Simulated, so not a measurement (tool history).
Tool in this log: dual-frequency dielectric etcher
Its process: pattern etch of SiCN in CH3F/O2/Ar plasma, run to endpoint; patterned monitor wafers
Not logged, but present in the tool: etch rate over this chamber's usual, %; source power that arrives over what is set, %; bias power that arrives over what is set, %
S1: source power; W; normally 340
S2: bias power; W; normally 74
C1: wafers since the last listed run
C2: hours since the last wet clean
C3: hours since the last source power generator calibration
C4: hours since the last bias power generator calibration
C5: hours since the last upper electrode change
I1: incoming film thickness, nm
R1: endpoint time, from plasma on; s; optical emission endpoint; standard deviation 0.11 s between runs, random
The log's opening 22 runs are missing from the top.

{"hour": 1880.2, "done": "wet clean of the chamber"}
{"run": 23, "hour": 2049.8, "S1": 340, "S2": 74, "C1": 3464, "C2": 169.6, "C3": 604.3, "C4": 607.8, "C5": 877, "I1": 6.69, "R1": 19}
{"run": 24, "hour": 2126.7, "S1": 280, "S2": 74, "C1": 1033, "C2": 246.5, "C3": 681.2, "C4": 684.7, "C5": 953.9, "I1": 6.72, "R1": 21.2}
{"run": 25, "hour": 2185.8, "S1": 400, "S2": 59, "C1": 794, "C2": 305.6, "C3": 740.3, "C4": 743.8, "C5": 1013, "I1": 6.62, "R1": 19.1}
{"run": 26, "hour": 2293.3, "S1": 370, "S2": 89, "C1": 1445, "C2": 413.1, "C3": 847.8, "C4": 851.3, "C5": 1120.5, "I1": 6.62, "R1": 16.3}
{"run": 27, "hour": 2331.0, "S1": 390, "S2": 92, "C1": 506, "C2": 450.8, "C3": 885.5, "C4": 889, "C5": 1158.2, "I1": 6.77, "R1": 15.7}
{"run": 28, "hour": 2388.8, "S1": 410, "S2": 74, "C1": 777, "C2": 508.6, "C3": 943.3, "C4": 946.8, "C5": 1216, "I1": 6.66, "R1": 16.7}
{"run": 29, "hour": 2480.5, "S1": 340, "S2": 74, "C1": 1232, "C2": 600.3, "C3": 1035, "C4": 1038.5, "C5": 1307.7, "I1": 6.7, "R1": 18.5}
{"run": 30, "hour": 2567.0, "S1": 310, "S2": 60, "C1": 1162, "C2": 686.8, "C3": 1121.5, "C4": 1125, "C5": 1394.2, "I1": 6.66, "R1": 21.4}
{"run": 31, "hour": 2635.7, "S1": 280, "S2": 88, "C1": 923, "C2": 755.5, "C3": 1190.2, "C4": 1193.7, "C5": 1462.9, "I1": 6.76, "R1": 19}
{"run": 32, "hour": 2675.7, "S1": 340, "S2": 74, "C1": 537, "C2": 795.5, "C3": 1230.2, "C4": 1233.7, "C5": 1502.9, "I1": 6.67, "R1": 18.1}
{"hour": 2725.7, "done": "wet clean of the chamber"}
{"run": 33, "hour": 2726.2, "S1": 340, "S2": 74, "C1": 356, "C2": 0.5, "C3": 1280.7, "C4": 1284.2, "C5": 1553.4, "I1": 6.67, "R1": 19.2}
{"run": 34, "hour": 2809.1, "S1": 340, "S2": 74, "C1": 1114, "C2": 83.4, "C3": 1363.6, "C4": 1367.1, "C5": 1636.3, "I1": 6.63, "R1": 18.8}

5 options for the next run, each taken on its own from the tool as it stands now. Forecast them:
{"run": "A", "hour": 2809.5, "S1": 340, "S2": 60, "C1": 5, "C2": 83.8, "C3": 1364, "C4": 1367.5, "C5": 1636.7, "I1": 6.68, "R1": "?"}
{"run": "B", "hour": 2809.5, "S1": 260, "S2": 74, "C1": 5, "C2": 83.8, "C3": 1364, "C4": 1367.5, "C5": 1636.7, "I1": 6.68, "R1": "?"}
{"run": "C", "hour": 2809.5, "S1": 280, "S2": 63, "C1": 5, "C2": 83.8, "C3": 1364, "C4": 1367.5, "C5": 1636.7, "I1": 6.68, "R1": "?"}
{"run": "D", "hour": 2809.5, "S1": 370, "S2": 83, "C1": 5, "C2": 83.8, "C3": 1364, "C4": 1367.5, "C5": 1636.7, "I1": 6.68, "R1": "?"}
{"run": "E", "hour": 2809.5, "S1": 340, "S2": 56, "C1": 5, "C2": 83.8, "C3": 1364, "C4": 1367.5, "C5": 1636.7, "I1": 6.68, "R1": "?"}

run=A R1=21.2
run=B R1=22.5
run=C R1=23.2
run=D R1=17.3
run=E R1=21.9
Without the tool's hidden state the same runs would have given:
run=A R1=21.7
run=B R1=23
run=C R1=23.8
run=D R1=17.7
run=E R1=22.5
